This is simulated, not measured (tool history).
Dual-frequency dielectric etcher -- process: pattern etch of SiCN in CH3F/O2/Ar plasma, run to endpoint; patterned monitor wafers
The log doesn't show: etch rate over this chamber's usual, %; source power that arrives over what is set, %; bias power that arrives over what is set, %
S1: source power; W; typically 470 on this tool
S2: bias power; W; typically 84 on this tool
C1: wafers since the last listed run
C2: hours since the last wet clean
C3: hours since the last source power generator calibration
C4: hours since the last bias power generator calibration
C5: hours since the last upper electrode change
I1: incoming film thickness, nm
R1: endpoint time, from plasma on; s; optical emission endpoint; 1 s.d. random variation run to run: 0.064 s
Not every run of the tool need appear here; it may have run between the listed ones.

Run 1, hour 0: usual settings but S2 91 W; C1 0; C2 320.8; C3 2104.3; C4 4228.5; C5 4361.9; I1 9.56. Result: R1 20.7 s.
Run 2, hour 20.9: usual settings but S2 91 W; C1 270; C2 341.7; C3 2125.2; C4 4249.4; C5 4382.8; I1 9.58. Result: R1 20.8 s.
Run 3, hour 38.7: usual settings; C1 230; C2 359.5; C3 2143; C4 4267.2; C5 4400.6; I1 9.57. Result: R1 21.6 s.
Run 4, hour 53.2: usual settings; C1 187; C2 374; C3 2157.5; C4 4281.7; C5 4415.1; I1 9.61. Result: R1 21.7 s.
Run 5, hour 82.2: usual settings; C1 375; C2 403; C3 2186.5; C4 4310.7; C5 4444.1; I1 9.59. Result: R1 21.7 s.
Run 6, hour 97.6: usual settings; C1 199; C2 418.4; C3 2201.9; C4 4326.1; C5 4459.5; I1 9.69. Result: R1 21.8 s.
Run 7, hour 115: usual settings; C1 225; C2 435.8; C3 2219.3; C4 4343.5; C5 4476.9; I1 9.57. Result: R1 21.5 s.
At hour 142.8: wet clean of the chamber.
At hour 162.5: upper electrode replaced.
Run 8, hour 163: usual settings; C1 55; C2 20.2; C3 2267.3; C4 4391.5; C5 0.5; I1 9.63. Result: R1 21.4 s.
Run 9, hour 163.3: usual settings but S2 67 W; C1 3; C2 20.5; C3 2267.6; C4 4391.8; C5 0.8; I1 9.58. Result: R1 23.6 s.
At hour 177.6: bias power generator calibrated.
Run 10, hour 186: usual settings; C1 242; C2 43.2; C3 2290.3; C4 8.4; C5 23.5; I1 9.56. Result: R1 21.3 s.
Run 11, hour 215: usual settings; C1 375; C2 72.2; C3 2319.3; C4 37.4; C5 52.5; I1 9.51. Result: R1 21.1 s.
At hour 237.3: source power generator calibrated.
Run 12, hour 246.1: usual settings but S2 95 W; C1 351; C2 103.3; C3 8.8; C4 68.5; C5 83.6; I1 9.68. Result: R1 20.3 s.
Run 13, hour 275.5: usual settings; C1 380; C2 132.7; C3 38.2; C4 97.9; C5 113; I1 9.62. Result: R1 21.4 s.
Run 14, hour 303.1: usual settings but S1 500 W, S2 66 W; C1 357; C2 160.3; C3 65.8; C4 125.5; C5 140.6; I1 9.66. Result: R1 23.6 s.
Run 15, hour 319.5: usual settings; C1 212; C2 176.7; C3 82.2; C4 141.9; C5 157; I1 9.51. Result: R1 21.2 s.
Run 16, hour 339.3: usual settings; C1 256; C2 196.5; C3 102; C4 161.7; C5 176.8; I1 9.74. Result: R1 21.7 s.
Run 17, hour 390.4: usual settings but S2 69 W; C1 662; C2 247.6; C3 153.1; C4 212.8; C5 227.9; I1 9.63. Result: R1 23.5 s.
Run 18, hour 414.3: usual settings but S1 420 W, S2 98 W; C1 309; C2 271.5; C3 177; C4 236.7; C5 251.8; I1 9.68. Result: R1 21 s.
Run 19, hour 433.5: usual settings but S2 97 W; C1 248; C2 290.7; C3 196.2; C4 255.9; C5 271; I1 9.65. Result: R1 20.3 s.
Run 20, hour 449.1: usual settings but S1 430 W, S2 97 W; C1 202; C2 306.3; C3 211.8; C4 271.5; C5 286.6; I1 9.64. Result: R1 21 s.
Run 21, hour 469.3: usual settings but S1 550 W, S2 93 W; C1 261; C2 326.5; C3 232; C4 291.7; C5 306.8; I1 9.63. Result: R1 19.3 s.

Here are 4 independent what-if runs from the current tool condition. What would each one return?
Run A, hour 469.7: usual settings but S2 64 W; C1 5; C2 326.9; C3 232.4; C4 292.1; C5 307.2; I1 9.66. Result: R1 ?.
Run B, hour 469.7: usual settings but S1 540 W, S2 66 W; C1 5; C2 326.9; C3 232.4; C4 292.1; C5 307.2; I1 9.66. Result: R1 ?.
Run C, hour 469.7: usual settings but S1 540 W, S2 105 W; C1 5; C2 326.9; C3 232.4; C4 292.1; C5 307.2; I1 9.66. Result: R1 ?.
Run D, hour 469.7: usual settings but S1 380 W; C1 5; C2 326.9; C3 232.4; C4 292.1; C5 307.2; I1 9.66. Result: R1 ?.

run    R1
  A  24.6
  B  22.9
  C  18.4
  D  23.6
Without the tool's hidden state the same runs would have given:
run    R1
  A  24.4
  B  22.7
  C  18.2
  D  23.5
